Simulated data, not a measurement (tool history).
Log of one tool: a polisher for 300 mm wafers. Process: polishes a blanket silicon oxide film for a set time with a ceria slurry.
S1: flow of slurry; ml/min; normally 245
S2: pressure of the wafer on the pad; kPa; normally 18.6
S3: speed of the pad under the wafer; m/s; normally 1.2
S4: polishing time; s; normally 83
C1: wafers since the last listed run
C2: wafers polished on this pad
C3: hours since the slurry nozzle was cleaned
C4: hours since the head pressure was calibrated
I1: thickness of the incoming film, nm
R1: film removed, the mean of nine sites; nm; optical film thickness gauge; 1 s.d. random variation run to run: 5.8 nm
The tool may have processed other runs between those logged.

| run | hour | S1 | S2 | S3 | S4 | C1 | C2 | C3 | C4 | I1 | R1 |
|---|---|---|---|---|---|---|---|---|---|---|---|
| 1 | 0 | 245 | 18.6 | 1.2 | 70 | 0 | 2811 | 478.5 | 502.7 | 1203.9 | 333.3 |
|  | 21.1 | slurry nozzle cleaned |
|  | 30.4 | worn pad replaced by a new one |
| 2 | 99.4 | 245 | 18.6 | 1.2 | 70 | 866 | 633 | 78.3 | 602.1 | 1208.1 | 350.6 |
| 3 | 170.4 | 245 | 18.6 | 1.2 | 83 | 651 | 1285 | 149.3 | 673.1 | 1226.5 | 411.2 |
| 4 | 208.6 | 245 | 18.6 | 1.2 | 83 | 350 | 1636 | 187.5 | 711.3 | 1208.1 | 408.2 |
| 5 | 289.4 | 245 | 18.6 | 1.2 | 83 | 741 | 2378 | 268.3 | 792.1 | 1224.3 | 405.6 |
|  | 368.4 | worn pad replaced by a new one |
| 6 | 395 | 245 | 18.6 | 1.2 | 83 | 932 | 244 | 373.9 | 897.7 | 1231.2 | 384.6 |
| 7 | 463.4 | 245 | 18.6 | 1.2 | 83 | 628 | 872 | 442.3 | 966.1 | 1236.9 | 376.6 |
| 8 | 510.5 | 245 | 18.6 | 1.4 | 90 | 432 | 1304 | 489.4 | 1013.2 | 1243.2 | 450.3 |
|  | 531.9 | slurry nozzle cleaned |
| 9 | 547.1 | 245 | 15.2 | 1.2 | 83 | 326 | 1631 | 15.2 | 1049.8 | 1232 | 291.3 |
| 10 | 593.2 | 245 | 15.2 | 1.2 | 83 | 423 | 2054 | 61.3 | 1095.9 | 1238.7 | 298 |
| 11 | 632.1 | 245 | 15.2 | 1.2 | 83 | 357 | 2412 | 100.2 | 1134.8 | 1213.4 | 291.4 |
| 12 | 672.2 | 225 | 18.6 | 1.2 | 83 | 368 | 2780 | 140.3 | 1174.9 | 1250.8 | 354.7 |
|  | 704.5 | worn pad replaced by a new one, repeated, since the last time left the tool worse |
| 13 | 763.6 | 225 | 18.6 | 1.2 | 83 | 802 | 542 | 231.7 | 1266.3 | 1213.4 | 417.6 |
|  | 787.1 | head pressure recalibrated |
| 14 | 854.4 | 225 | 18.6 | 1.2 | 83 | 815 | 1357 | 322.5 | 67.3 | 1244.8 | 395.6 |
| 15 | 982 | 245 | 15.9 | 1.2 | 70 | 1171 | 2529 | 450.1 | 194.9 | 1215.4 | 286.2 |
| 16 | 1028.4 | 245 | 18.6 | 1.2 | 83 | 426 | 2955 | 496.5 | 241.3 | 1226.3 | 397.1 |
|  | 1033.1 | slurry nozzle cleaned |
|  | 1033.5 | worn pad replaced by a new one |
| 17 | 1106.8 | 300 | 18.6 | 1.2 | 58 | 707 | 673 | 73.7 | 319.7 | 1219.4 | 284.1 |
| 18 | 1201 | 245 | 14.5 | 1.2 | 60 | 864 | 1538 | 167.9 | 413.9 | 1234.4 | 223.7 |
| 19 | 1295.9 | 300 | 18.6 | 1.2 | 58 | 871 | 2409 | 262.8 | 508.8 | 1233.8 | 280.7 |
| 20 | 1385.7 | 245 | 14.5 | 1.2 | 83 | 824 | 3234 | 352.6 | 598.6 | 1246.6 | 296.8 |
|  | 1395.8 | worn pad replaced by a new one |
|  | 1443.4 | slurry nozzle cleaned |
| 21 | 1471.2 | 245 | 18.6 | 1.36 | 83 | 739 | 683 | 27.8 | 684.1 | 1216 | 459.8 |
| 22 | 1541.2 | 245 | 24.1 | 0.82 | 103 | 642 | 1326 | 97.8 | 754.1 | 1221.9 | 515.1 |
| 23 | 1593.3 | 170 | 21.4 | 0.94 | 56 | 478 | 1804 | 149.9 | 806.2 | 1246.5 | 261.8 |
| 24 | 1656.9 | 245 | 18.6 | 1.1 | 56 | 583 | 2388 | 213.5 | 869.8 | 1247.3 | 255.6 |

Run 25 is up next; what results do you expect?
| 25 | 1711.8 | 245 | 18.6 | 1.2 | 83 | 504 | 2892 | 268.4 | 924.7 | 1203.4 | ? |

R1: 399.8 nm
If the tool had no hidden condition, the same run with the same run-to-run variation would have returned R1 425.2 nm.

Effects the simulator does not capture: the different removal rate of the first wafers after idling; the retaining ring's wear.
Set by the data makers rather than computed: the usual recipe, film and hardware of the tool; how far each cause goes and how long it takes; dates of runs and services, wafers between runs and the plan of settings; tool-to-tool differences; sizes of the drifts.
